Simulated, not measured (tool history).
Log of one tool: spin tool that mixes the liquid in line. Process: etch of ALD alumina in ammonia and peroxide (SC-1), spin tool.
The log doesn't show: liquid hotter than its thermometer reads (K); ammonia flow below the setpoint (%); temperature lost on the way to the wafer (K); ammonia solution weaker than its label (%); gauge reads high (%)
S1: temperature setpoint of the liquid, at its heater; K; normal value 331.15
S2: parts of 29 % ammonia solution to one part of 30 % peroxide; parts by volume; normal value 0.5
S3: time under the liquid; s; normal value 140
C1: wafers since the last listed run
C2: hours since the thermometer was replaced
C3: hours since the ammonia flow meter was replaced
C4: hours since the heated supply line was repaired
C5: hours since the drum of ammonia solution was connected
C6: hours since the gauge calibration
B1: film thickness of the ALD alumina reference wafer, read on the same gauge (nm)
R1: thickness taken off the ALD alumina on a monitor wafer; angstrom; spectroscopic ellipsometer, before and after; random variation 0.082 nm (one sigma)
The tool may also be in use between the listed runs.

Run 1, day 0: usual settings; C1 0; C2 1728.4; C3 863.2; C4 1259.3; C5 169.1; C6 947.7; B1 130. Result: R1 107 angstrom.
Run 2, day 0.654: usual settings but S2 0.55 parts by volume; C1 148; C2 1744.1; C3 878.9; C4 1275; C5 184.8; C6 963.4; B1 130. Result: R1 106.5 angstrom.
At day 1.479: gauge calibrated.
Run 3, day 1.675: usual settings but S1 321.65 K, S2 0.7 parts by volume; C1 232; C2 1768.6; C3 903.4; C4 1299.5; C5 209.3; C6 4.7; B1 130. Result: R1 66.6 angstrom.
Run 4, day 2.646: usual settings; C1 221; C2 1791.9; C3 926.7; C4 1322.8; C5 232.6; C6 28; B1 130.01. Result: R1 108.2 angstrom.
Run 5, day 3.483: usual settings; C1 190; C2 1812; C3 946.8; C4 1342.9; C5 252.7; C6 48.1; B1 130. Result: R1 107.5 angstrom.
Run 6, day 4.125: usual settings but S1 321.65 K, S2 0.3 parts by volume; C1 146; C2 1827.4; C3 962.2; C4 1358.3; C5 268.1; C6 63.5; B1 129.95. Result: R1 61.5 angstrom.
At day 6.629: thermometer replaced.
Run 7, day 7.462: usual settings; C1 750; C2 20; C3 1042.3; C4 1438.4; C5 348.2; C6 143.6; B1 130.01. Result: R1 96.1 angstrom.
Run 8, day 8.938: usual settings but S1 336.65 K, S2 0.7 parts by volume, S3 225 s; C1 335; C2 55.4; C3 1077.7; C4 1473.8; C5 383.6; C6 179; B1 130. Result: R1 210.8 angstrom.
Run 9, day 10.375: usual settings but S1 328.65 K, S2 0.75 parts by volume; C1 327; C2 89.9; C3 1112.2; C4 1508.3; C5 418.1; C6 213.5; B1 129.99. Result: R1 87.4 angstrom.
Run 10, day 10.954: usual settings; C1 131; C2 103.8; C3 1126.1; C4 1522.2; C5 432; C6 227.4; B1 130. Result: R1 95.7 angstrom.
At day 11.175: ammonia flow meter replaced.
Run 11, day 12.342: usual settings but S1 337.65 K, S2 0.65 parts by volume, S3 205 s; C1 306; C2 137.1; C3 28; C4 1555.5; C5 465.3; C6 260.7; B1 129.98. Result: R1 202.3 angstrom.
At day 12.996: heated supply line repaired.
Run 12, day 13.075: usual settings; C1 157; C2 154.7; C3 45.6; C4 1.9; C5 482.9; C6 278.3; B1 130. Result: R1 97.6 angstrom.
Run 13, day 13.596: usual settings but S3 60 s; C1 118; C2 167.2; C3 58.1; C4 14.4; C5 495.4; C6 290.8; B1 130.01. Result: R1 41.5 angstrom.
Run 14, day 14.154: usual settings but S1 336.15 K, S2 0.3 parts by volume; C1 127; C2 180.6; C3 71.5; C4 27.8; C5 508.8; C6 304.2; B1 130. Result: R1 119.8 angstrom.
Run 15, day 15.388: usual settings but S3 175 s; C1 280; C2 210.2; C3 101.1; C4 57.4; C5 538.4; C6 333.8; B1 130.01. Result: R1 121.3 angstrom.
Run 16, day 17.708: usual settings but S2 0.45 parts by volume; C1 528; C2 265.9; C3 156.8; C4 113.1; C5 594.1; C6 389.5; B1 129.99. Result: R1 96.9 angstrom.
Run 17, day 18.888: usual settings but S1 335.65 K; C1 268; C2 294.2; C3 185.1; C4 141.4; C5 622.4; C6 417.8; B1 130.01. Result: R1 123.3 angstrom.
Run 18, day 19.538: usual settings; C1 148; C2 309.8; C3 200.7; C4 157; C5 638; C6 433.4; B1 129.99. Result: R1 99 angstrom.
Run 19, day 20.962: usual settings but S2 0.6 parts by volume; C1 324; C2 344; C3 234.9; C4 191.2; C5 672.2; C6 467.6; B1 129.99. Result: R1 99.4 angstrom.
Run 20, day 22.438: usual settings but S1 333.65 K, S2 0.4 parts by volume, S3 185 s; C1 335; C2 379.4; C3 270.3; C4 226.6; C5 707.6; C6 503; B1 130.02. Result: R1 145.7 angstrom.
Run 21, day 22.962: usual settings but S1 335.15 K; C1 119; C2 392; C3 282.9; C4 239.2; C5 720.2; C6 515.6; B1 130. Result: R1 120.6 angstrom.
Run 22, day 23.95: usual settings; C1 224; C2 415.7; C3 306.6; C4 262.9; C5 743.9; C6 539.3; B1 129.98. Result: R1 100.4 angstrom.
Run 23, day 24.638: usual settings but S1 324.15 K, S3 180 s; C1 156; C2 432.2; C3 323.1; C4 279.4; C5 760.4; C6 555.8; B1 129.99. Result: R1 85.7 angstrom.
Run 24, day 26.1: usual settings but S1 324.65 K, S3 180 s; C1 333; C2 467.3; C3 358.2; C4 314.5; C5 795.5; C6 590.9; B1 130.01. Result: R1 90 angstrom.

Describe how what the log doesn't record of the tool's condition differs between the last listed run preceding each entry between runs and the first listed run following it.
Run 2 -> run 3: gauge calibrated (day 1.479)
  liquid hotter than its thermometer reads (K): 2.21 -> 2.24
  what was measured, less what the result would be without the hidden state, R1: +11.5 -> +7.7 angstrom
Run 6 -> run 7: thermometer replaced (day 6.629)
  liquid hotter than its thermometer reads (K): 2.31 -> 0.0847
  what was measured, less what the result would be without the hidden state, R1: +7.4 -> +0.4 angstrom
Run 10 -> run 11: ammonia flow meter replaced (day 11.175)
  liquid hotter than its thermometer reads (K): 0.188 -> 0.229
  what was measured, less what the result would be without the hidden state, R1: +1 -> +2.3 angstrom
Run 11 -> run 12: heated supply line repaired (day 12.996)
  liquid hotter than its thermometer reads (K): 0.229 -> 0.251
  what was measured, less what the result would be without the hidden state, R1: +2.3 -> +1.3 angstrom

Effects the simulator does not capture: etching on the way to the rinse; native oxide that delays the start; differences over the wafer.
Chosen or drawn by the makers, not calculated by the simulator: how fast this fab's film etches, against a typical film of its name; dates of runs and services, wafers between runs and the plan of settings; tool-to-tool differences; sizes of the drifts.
